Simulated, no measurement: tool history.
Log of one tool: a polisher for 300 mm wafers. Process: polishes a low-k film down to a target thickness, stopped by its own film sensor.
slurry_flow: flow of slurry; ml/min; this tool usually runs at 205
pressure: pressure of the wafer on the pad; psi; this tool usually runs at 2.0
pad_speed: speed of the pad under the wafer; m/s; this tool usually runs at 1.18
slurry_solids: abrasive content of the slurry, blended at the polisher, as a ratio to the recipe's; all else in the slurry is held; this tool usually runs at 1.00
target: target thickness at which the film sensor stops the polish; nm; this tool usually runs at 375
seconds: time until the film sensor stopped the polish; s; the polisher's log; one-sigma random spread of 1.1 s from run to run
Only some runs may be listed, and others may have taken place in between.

run,hour,slurry_flow,pressure,pad_speed,slurry_solids,target,"incoming thickness of the incoming film, nm",seconds
1,0.0,205,2.0,1.18,1.00,375,419.5,87.4
# hour 11.8: conditioning disc replaced and pad reconditioned
2,40.0,205,2.0,1.18,1.00,375,423.6,95.6
# hour 48.0: slurry blender recalibrated
3,80.4,205,2.0,1.18,1.00,375,418.6,84.6
4,117.8,205,1.5,1.18,1.00,375,423.1,125.9
# hour 138.8: worn pad replaced by a new one
5,186.7,205,1.5,1.18,1.00,375,427.7,140.3
# hour 204.2: conditioning disc replaced and pad reconditioned
6,220.1,205,1.5,1.18,1.00,375,417.6,110.7
7,262.2,205,2.0,1.18,1.20,375,420.7,83.4
# hour 273.8: slurry blender recalibrated
8,311.7,205,2.0,1.18,1.20,375,418.4,76.6
9,342.1,205,2.0,1.18,1.20,375,417.4,76.2
# hour 369.7: worn pad replaced by a new one
10,405.7,205,2.0,1.38,1.00,375,418.1,75.4
# hour 415.9: conditioning disc replaced and pad reconditioned
11,439.0,205,2.0,1.38,1.00,375,423.7,85.6
12,465.4,245,2.0,1.18,1.30,375,412.1,61.8
# hour 507.7: slurry nozzle cleaned
13,524.1,205,1.5,1.18,1.10,370,419.4,122.3
# hour 532.5: slurry blender recalibrated
# hour 589.8: worn pad replaced by a new one
# hour 629.7: conditioning disc replaced and pad reconditioned
14,633.8,240,2.2,1.50,1.20,375,421.2,60.6
15,657.9,205,2.0,1.18,1.00,375,416.8,82.3
16,720.2,230,2.6,0.80,1.15,375,419.5,83.1
# hour 738.4: slurry blender recalibrated
17,787.0,150,2.0,1.18,1.00,382,426.4,92.1
# hour 835.4: worn pad replaced by a new one
# hour 858.8: conditioning disc replaced and pad reconditioned
18,859.3,160,2.0,1.44,1.00,367,419.0,91.0
# hour 876.7: head pressure recalibrated
19,886.5,245,2.0,1.48,1.00,375,423.6,77.8
# hour 966.4: slurry blender recalibrated
20,974.0,265,2.0,1.18,1.25,361,426.6,111.1
21,1027.8,205,2.0,1.18,1.00,375,415.8,81.0

Run 22 has not been measured yet. What should we expect?
# hour 1053.3: worn pad replaced by a new one
# hour 1068.8: conditioning disc replaced and pad reconditioned
22,1070.7,205,2.0,1.18,1.00,375,422.0,?

{"run 22": {"seconds": 93.1}}
Minus the tool's unlogged condition, the same run would have read seconds 93.1 s.

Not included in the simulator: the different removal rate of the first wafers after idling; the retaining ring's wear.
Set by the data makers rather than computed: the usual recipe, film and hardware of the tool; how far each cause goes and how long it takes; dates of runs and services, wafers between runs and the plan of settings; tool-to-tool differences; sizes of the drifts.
